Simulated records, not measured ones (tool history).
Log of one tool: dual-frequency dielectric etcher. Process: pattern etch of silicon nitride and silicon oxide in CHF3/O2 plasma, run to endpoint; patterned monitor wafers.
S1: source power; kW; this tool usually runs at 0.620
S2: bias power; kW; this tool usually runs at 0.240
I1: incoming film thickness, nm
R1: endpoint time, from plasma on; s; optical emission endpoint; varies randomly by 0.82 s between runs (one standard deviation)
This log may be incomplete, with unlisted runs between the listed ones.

run 1 hour=0.0 | S1=0.690 S2=0.240 | I1=224.3 | R1=129.6
run 2 hour=30.2 | S1=0.620 S2=0.201 | I1=226.4 | R1=147.0
-- hour=55.2 wet clean of the chamber
run 3 hour=55.7 | S1=0.620 S2=0.201 | I1=227.1 | R1=151.0
run 4 hour=61.0 | S1=0.620 S2=0.201 | I1=224.1 | R1=150.4
run 5 hour=73.6 | S1=0.570 S2=0.240 | I1=227.0 | R1=143.4
run 6 hour=96.9 | S1=0.570 S2=0.240 | I1=226.6 | R1=142.5
run 7 hour=126.9 | S1=0.570 S2=0.240 | I1=226.7 | R1=142.1
run 8 hour=161.0 | S1=0.620 S2=0.240 | I1=225.5 | R1=137.3
run 9 hour=180.9 | S1=0.620 S2=0.240 | I1=226.6 | R1=139.2
run 10 hour=214.1 | S1=0.620 S2=0.240 | I1=226.7 | R1=136.5
run 11 hour=237.5 | S1=0.620 S2=0.240 | I1=225.8 | R1=137.1
run 12 hour=255.1 | S1=0.620 S2=0.240 | I1=224.5 | R1=136.8
run 13 hour=268.9 | S1=0.620 S2=0.240 | I1=225.7 | R1=136.8
run 14 hour=294.2 | S1=0.620 S2=0.240 | I1=225.6 | R1=137.9
run 15 hour=376.7 | S1=0.620 S2=0.240 | I1=226.6 | R1=135.7
run 16 hour=401.7 | S1=0.620 S2=0.240 | I1=227.5 | R1=136.1
run 17 hour=428.6 | S1=0.620 S2=0.240 | I1=224.9 | R1=134.5
-- hour=439.1 bias power generator calibrated
run 18 hour=447.1 | S1=0.710 S2=0.260 | I1=224.7 | R1=122.6
run 19 hour=467.9 | S1=0.620 S2=0.240 | I1=227.7 | R1=134.8
-- hour=495.9 wet clean of the chamber
run 20 hour=496.4 | S1=0.740 S2=0.188 | I1=227.9 | R1=139.2
run 21 hour=498.6 | S1=0.620 S2=0.240 | I1=224.9 | R1=130.0
run 22 hour=516.5 | S1=0.540 S2=0.214 | I1=228.4 | R1=147.8
run 23 hour=544.2 | S1=0.540 S2=0.197 | I1=226.7 | R1=149.8
-- hour=580.3 upper electrode replaced
run 24 hour=580.8 | S1=0.760 S2=0.189 | I1=223.5 | R1=134.4
run 25 hour=604.0 | S1=0.620 S2=0.240 | I1=226.0 | R1=130.1
run 26 hour=632.8 | S1=0.540 S2=0.295 | I1=224.7 | R1=124.6
-- hour=648.2 source power generator calibrated
-- hour=677.1 wet clean of the chamber, repeated, since the last time left the tool worse
run 27 hour=677.6 | S1=0.500 S2=0.260 | I1=225.8 | R1=142.9
run 28 hour=686.6 | S1=0.620 S2=0.240 | I1=227.1 | R1=141.0
run 29 hour=698.7 | S1=0.620 S2=0.240 | I1=225.4 | R1=138.7
run 30 hour=719.4 | S1=0.580 S2=0.240 | I1=225.3 | R1=143.1
run 31 hour=739.2 | S1=0.690 S2=0.275 | I1=223.9 | R1=125.4
run 32 hour=759.4 | S1=0.470 S2=0.297 | I1=226.0 | R1=139.4
run 33 hour=779.1 | S1=0.620 S2=0.240 | I1=226.7 | R1=139.1
run 34 hour=832.5 | S1=0.670 S2=0.240 | I1=226.9 | R1=135.0

Branching from run 34: 5 alternative next runs. What would each branch give?
run A hour=833.0 | S1=0.620 S2=0.273 | I1=225.5 | R1=?
run B hour=833.0 | S1=0.660 S2=0.184 | I1=225.5 | R1=?
run C hour=833.0 | S1=0.520 S2=0.271 | I1=225.5 | R1=?
run D hour=833.0 | S1=0.750 S2=0.240 | I1=225.5 | R1=?
run E hour=833.0 | S1=0.680 S2=0.259 | I1=225.5 | R1=?

run=A R1=130.3
run=B R1=152.1
run=C R1=138.7
run=D R1=129.1
run=E R1=129.2
Stripped of hidden state, with their random variation kept, the same runs would have yielded:
run=A R1=131.3
run=B R1=153.3
run=C R1=139.8
run=D R1=130.2
run=E R1=130.2
